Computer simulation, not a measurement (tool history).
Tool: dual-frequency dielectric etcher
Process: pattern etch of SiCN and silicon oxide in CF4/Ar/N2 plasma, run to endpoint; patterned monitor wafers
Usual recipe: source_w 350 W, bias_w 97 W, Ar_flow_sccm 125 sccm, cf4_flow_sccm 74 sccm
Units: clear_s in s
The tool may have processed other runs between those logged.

run	hour	source_w	bias_w	Ar_flow_sccm	cf4_flow_sccm	wafers since the last listed run	hours since the last wet clean	hours since the last source power generator calibration	hours since the last bias power generator calibration	hours since the last Ar flow controller change	hours since the last CF4 flow controller change	hours since the last upper electrode change	incoming incoming film thickness, nm	clear_s
1	0.0	350	97	125	74	0	235.7	4148.4	2839.2	3953.3	3197.0	33.9	13.87	18.2
# hour 18.2: source power generator calibrated
2	61.3	350	97	136	74	955	297.0	43.1	2900.5	4014.6	3258.3	95.2	13.95	19.4
3	103.8	350	97	136	74	708	339.5	85.6	2943.0	4057.1	3300.8	137.7	13.85	19.2
4	168.7	350	97	125	74	1081	404.4	150.5	3007.9	4122.0	3365.7	202.6	14.01	18.9
5	195.8	350	97	125	74	451	431.5	177.6	3035.0	4149.1	3392.8	229.7	13.86	18.7
# hour 255.7: wet clean of the chamber
6	267.1	350	97	105	74	788	11.4	248.9	3106.3	4220.4	3464.1	301.0	13.94	18.2
7	337.8	350	97	125	74	1178	82.1	319.6	3177.0	4291.1	3534.8	371.7	13.78	18.7
8	385.2	350	97	101	74	790	129.5	367.0	3224.4	4338.5	3582.2	419.1	14.10	18.2
# hour 475.3: Ar flow controller replaced
9	498.9	350	97	101	74	1795	243.2	480.7	3338.1	23.6	3695.9	532.8	13.87	17.8
# hour 536.4: bias power generator calibrated
10	570.0	350	97	125	74	1118	314.3	551.8	33.6	94.7	3767.0	603.9	14.08	19.0
11	624.1	350	116	125	74	901	368.4	605.9	87.7	148.8	3821.1	658.0	13.93	17.7
# hour 658.1: wet clean of the chamber
# hour 677.0: CF4 flow controller replaced
12	836.1	350	115	117	74	3033	178.0	817.9	299.7	360.8	159.1	870.0	14.08	17.7
13	874.6	290	97	125	74	641	216.5	856.4	338.2	399.3	197.6	908.5	13.88	21.8

Forecast run 14:
14	902.5	270	97	125	74	465	244.4	884.3	366.1	427.2	225.5	936.4	13.80	?

Run 14 produced clear_s 23.2 s.
On a tool with no hidden condition, and with the same random variation, this run would have come out at clear_s 23.3 s.
